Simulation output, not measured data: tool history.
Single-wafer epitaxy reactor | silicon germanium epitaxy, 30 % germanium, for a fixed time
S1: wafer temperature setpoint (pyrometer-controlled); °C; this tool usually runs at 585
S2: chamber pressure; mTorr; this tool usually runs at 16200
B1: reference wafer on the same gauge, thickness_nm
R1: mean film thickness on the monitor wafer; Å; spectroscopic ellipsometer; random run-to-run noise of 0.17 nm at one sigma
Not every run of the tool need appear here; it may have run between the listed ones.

{"run": 1, "hour": 0.0, "S1": 591, "S2": 19400, "B1": 38.908, "R1": 457.64}
{"run": 2, "hour": 27.9, "S1": 591, "S2": 19400, "B1": 38.883, "R1": 456.98}
{"run": 3, "hour": 45.0, "S1": 585, "S2": 16200, "B1": 38.907, "R1": 378.25}
{"run": 4, "hour": 69.7, "S1": 585, "S2": 16200, "B1": 38.899, "R1": 374.78}
{"run": 5, "hour": 86.3, "S1": 585, "S2": 15100, "B1": 38.894, "R1": 367.95}
{"run": 6, "hour": 114.4, "S1": 585, "S2": 16200, "B1": 38.909, "R1": 376.22}
{"run": 7, "hour": 135.6, "S1": 585, "S2": 16200, "B1": 38.926, "R1": 376.93}
{"run": 8, "hour": 161.3, "S1": 585, "S2": 16200, "B1": 38.905, "R1": 376.08}
{"run": 9, "hour": 172.1, "S1": 585, "S2": 16200, "B1": 38.9, "R1": 373.94}
{"run": 10, "hour": 197.6, "S1": 585, "S2": 16200, "B1": 38.87, "R1": 372.61}
{"run": 11, "hour": 264.2, "S1": 592, "S2": 18900, "B1": 38.89, "R1": 459.77}
{"run": 12, "hour": 283.6, "S1": 597, "S2": 19900, "B1": 38.939, "R1": 568.07}
{"run": 13, "hour": 319.3, "S1": 590, "S2": 18300, "B1": 38.895, "R1": 478.05}
{"run": 14, "hour": 335.6, "S1": 575, "S2": 16200, "B1": 38.909, "R1": 330.09}
{"run": 15, "hour": 360.1, "S1": 581, "S2": 15000, "B1": 38.879, "R1": 367.9}
{"run": 16, "hour": 377.8, "S1": 571, "S2": 13800, "B1": 38.885, "R1": 286.24}
{"run": 17, "hour": 406.0, "S1": 590, "S2": 12800, "B1": 38.915, "R1": 420.19}

The log once held 5 entries between its listed runs, left out of this copy. Where does each go, and what is different about the tool's unlogged condition between the listed run before it and the listed run after it?
In the gap between runs 1 and 2: gauge calibrated (hour 20.5)
  wafer temperature above the value expected at the setpoint (K): -4.23 -> -4.31
  measured result minus the result with no hidden state, R1: -43.25 -> -43.97 Å
In the gap between runs 7 and 8: showerhead replaced (hour 160.8)
  wafer temperature above the value expected at the setpoint (K): -4.59 -> -4.66
  measured result minus the result with no hidden state, R1: -39.46 -> -39.99 Å
In the gap between runs 10 and 11: capacitance manometer re-zeroed and calibrated (hour 246.8)
  wafer temperature above the value expected at the setpoint (K): -4.75 -> -4.93
  measured result minus the result with no hidden state, R1: -40.48 -> -50.91 Å
In the gap between runs 11 and 12: pyrometer calibrated (hour 280.1)
  wafer temperature above the value expected at the setpoint (K): -4.93 -> -0.195
  measured result minus the result with no hidden state, R1: -50.91 -> -2.32 Å
In the gap between runs 12 and 13: gauge calibrated (hour 314.6)
  wafer temperature above the value expected at the setpoint (K): -0.195 -> -0.289
  measured result minus the result with no hidden state, R1: -2.32 -> -2.95 Å
